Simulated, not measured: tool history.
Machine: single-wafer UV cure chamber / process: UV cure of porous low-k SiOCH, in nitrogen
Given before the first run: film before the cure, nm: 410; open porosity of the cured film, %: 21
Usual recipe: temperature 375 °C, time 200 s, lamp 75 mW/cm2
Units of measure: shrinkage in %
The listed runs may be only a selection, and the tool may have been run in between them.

run,day,temperature,time,lamp,wafers since the last listed run,hours since the UV bulbs were replaced,wafers since the quartz window was cleaned,shrinkage
1,0,375,200,75,0,780.6,1454,10.454
2,1.342,375,200,75,151,812.8,1606,10.408
# day 2.883: quartz window cleaned
3,2.904,375,200,75,139,850.3,2,10.708
4,3.75,375,200,75,95,870.6,98,10.727
5,5.225,375,200,75,166,906,265,10.694
6,6.65,375,200,75,161,940.2,426,10.781
7,7.404,375,200,75,85,958.3,511,10.6
8,8.721,375,200,75,149,989.9,660,10.524
9,9.667,375,200,75,107,1012.6,767,10.702
10,12.625,375,200,75,334,1083.6,1102,10.572
11,13.362,375,200,75,83,1101.3,1186,10.496
12,16.738,375,200,75,381,1182.3,1568,10.461
13,17.488,375,200,75,84,1200.3,1653,10.229
14,18.417,375,200,75,105,1222.6,1758,10.439
# day 19.829: quartz window cleaned
15,19.85,375,200,75,124,1257,2,10.723
16,20.625,375,140,75,87,1275.6,90,8.943
17,21.483,375,140,75,97,1296.2,187,9.148
18,22.342,375,140,75,97,1316.8,284,8.983
19,23.8,359,200,75,165,1351.8,449,10.216
20,24.896,359,200,75,124,1378.1,573,10.164
21,26.142,375,200,75,141,1408,714,10.615
22,26.792,375,200,75,73,1423.6,788,10.638
23,27.379,375,200,75,66,1437.7,854,10.554
24,28.221,368,305,54,95,1457.9,949,10.863
25,29.2,375,200,75,110,1481.4,1060,10.523
26,30.433,387,90,41,139,1511,1200,4.552
27,31.633,375,200,75,135,1539.8,1336,10.449
28,32.483,375,200,75,96,1560.2,1432,10.477
29,33.688,375,200,75,136,1589.1,1568,10.394
30,34.7,375,200,50,114,1613.4,1683,8.383
# day 35.321: UV bulbs replaced
31,35.804,375,200,102,87,11.6,1770,12.064
32,36.358,375,300,75,62,24.9,1833,12.347
33,37.829,375,200,75,166,60.2,1999,10.315
34,38.692,375,200,75,97,80.9,2097,10.047
# day 39.454: quartz window cleaned
35,39.825,375,95,41,90,108.1,42,4.687
36,40.417,383,200,75,66,122.3,109,10.818
37,41.058,375,200,75,72,137.7,181,10.928
38,41.65,375,260,48,66,151.9,248,9.701
39,42.346,375,200,75,78,168.6,327,10.766
40,42.862,383,300,51,58,181,385,10.721
41,43.658,391,200,41,90,200.1,475,8.023
42,44.538,375,315,64,99,221.2,575,12.089
43,45.342,382,265,75,91,240.5,666,12.225
44,46.7,375,200,75,153,273.1,820,10.652
45,48.008,370,315,47,148,304.5,968,10.162
46,49.467,375,200,75,165,339.5,1133,10.551

Below are 5 alternative next runs, each starting from the tool's condition after run 46. Predict each:
A,49.488,375,200,91,2,340,1135,?
B,49.488,394,300,75,2,340,1135,?
C,49.488,375,130,75,2,340,1135,?
D,49.488,387,200,103,2,340,1135,?
E,49.488,363,200,93,2,340,1135,?

run,shrinkage
A,11.531
B,13.029
C,8.457
D,12.422
E,11.384
Stripped of hidden state, with their random variation kept, the same runs would have yielded:
run,shrinkage
A,11.709
B,13.213
C,8.622
D,12.603
E,11.561
